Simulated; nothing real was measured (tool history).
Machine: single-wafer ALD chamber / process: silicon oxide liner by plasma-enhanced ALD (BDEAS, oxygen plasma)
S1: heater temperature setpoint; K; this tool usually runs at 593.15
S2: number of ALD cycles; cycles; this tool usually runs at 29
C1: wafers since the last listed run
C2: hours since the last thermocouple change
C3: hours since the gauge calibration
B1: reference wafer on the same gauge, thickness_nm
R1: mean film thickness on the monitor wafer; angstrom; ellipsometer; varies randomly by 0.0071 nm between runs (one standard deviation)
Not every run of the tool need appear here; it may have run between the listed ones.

run    hour      S1  S2   C1      C2     C3     B1     R1
  1     0.0  586.15  29    0  1334.2  352.3  3.020  28.71
  2    24.3  586.15  29  311  1358.5  376.6  3.020  28.85
  3    53.9  586.15  29  379  1388.1  406.2  3.021  28.81
  4   104.9  593.15  32  653  1439.1  457.2  3.019  31.26
  5   117.8  593.15  32  165  1452.0  470.1  3.021  31.42
  6   150.1  593.15  33  413  1484.3  502.4  3.021  32.42
  7   182.2  593.15  33  411  1516.4  534.5  3.019  32.37
  8   195.6  593.15  33  171  1529.8  547.9  3.019  32.29
  9   221.3  593.15  29  329  1555.5  573.6  3.021  28.41
 10   249.2  593.15  29  357  1583.4  601.5  3.019  28.49
 11   282.7  593.15  29  428  1616.9  635.0  3.022  28.28
 12   310.6  593.15  29  357  1644.8  662.9  3.019  28.60
 13   343.3  593.15  29  418  1677.5  695.6  3.022  28.37
 14   360.6  593.15  29  221  1694.8  712.9  3.019  28.45
 15   375.4  593.15  29  189  1709.6  727.7  3.020  28.41
 16   395.3  593.15  29  254  1729.5  747.6  3.021  28.61
 17   417.4  593.15  29  282  1751.6  769.7  3.019  28.43
 18   442.6  593.15  29  322  1776.8  794.9  3.023  28.28
 19   472.1  593.15  29  377  1806.3  824.4  3.021  28.36
 20   505.5  593.15  29  427  1839.7  857.8  3.021  28.29
 21   523.4  593.15  26  229  1857.6  875.7  3.019  25.50
      548.3  -- gauge calibrated
 22   554.9  593.15  26  403  1889.1    6.6  3.020  25.55
 23   580.5  597.15  33  327  1914.7   32.2  3.020  32.15
 24   607.9  593.15  29  350  1942.1   59.6  3.017  28.46
 25   626.9  604.15  32  243  1961.1   78.6  3.020  30.95
      636.0  -- thermocouple changed; heater temperature recalibrated
 26   645.5  593.15  29  135     9.5   97.2  3.021  28.54
 27   660.8  593.15  29  195    24.8  112.5  3.018  28.43
 28   678.0  603.15  34  220    42.0  129.7  3.018  33.06
 29   697.4  585.15  33  248    61.4  149.1  3.019  32.83
 30   732.5  602.15  32  449    96.5  184.2  3.020  30.94
 31   767.8  606.15  23  451   131.8  219.5  3.020  22.16
 32   785.3  593.15  29  224   149.3  237.0  3.021  28.44
 33   809.9  584.15  26  314   173.9  261.6  3.020  25.82
 34   826.6  599.15  29  213   190.6  278.3  3.021  28.24
 35   848.0  607.15  31  274   212.0  299.7  3.021  29.95
 36   863.2  588.15  26  194   227.2  314.9  3.021  25.63
 37   883.4  580.15  32  258   247.4  335.1  3.018  31.91
 38   918.9  603.15  25  454   282.9  370.6  3.020  24.17
 39   935.1  593.15  29  207   299.1  386.8  3.019  28.34
 40   971.0  586.15  29  459   335.0  422.7  3.016  28.71
 41   985.2  606.15  24  181   349.2  436.9  3.019  23.03
 42   999.9  582.15  29  188   363.9  451.6  3.021  28.89
 43  1016.3  598.15  25  209   380.3  468.0  3.022  24.44
 44  1047.2  607.15  24  395   411.2  498.9  3.019  23.04
 45  1077.2  602.15  26  384   441.2  528.9  3.022  25.10

Hidden condition of the tool, last listed run before each entry between runs versus first listed run after:
Run 21 -> run 22: gauge calibrated (hour 548.3)
  both runs share identical hidden conditions
Run 25 -> run 26: thermocouple changed; heater temperature recalibrated (hour 636.0)
  both runs share identical hidden conditions
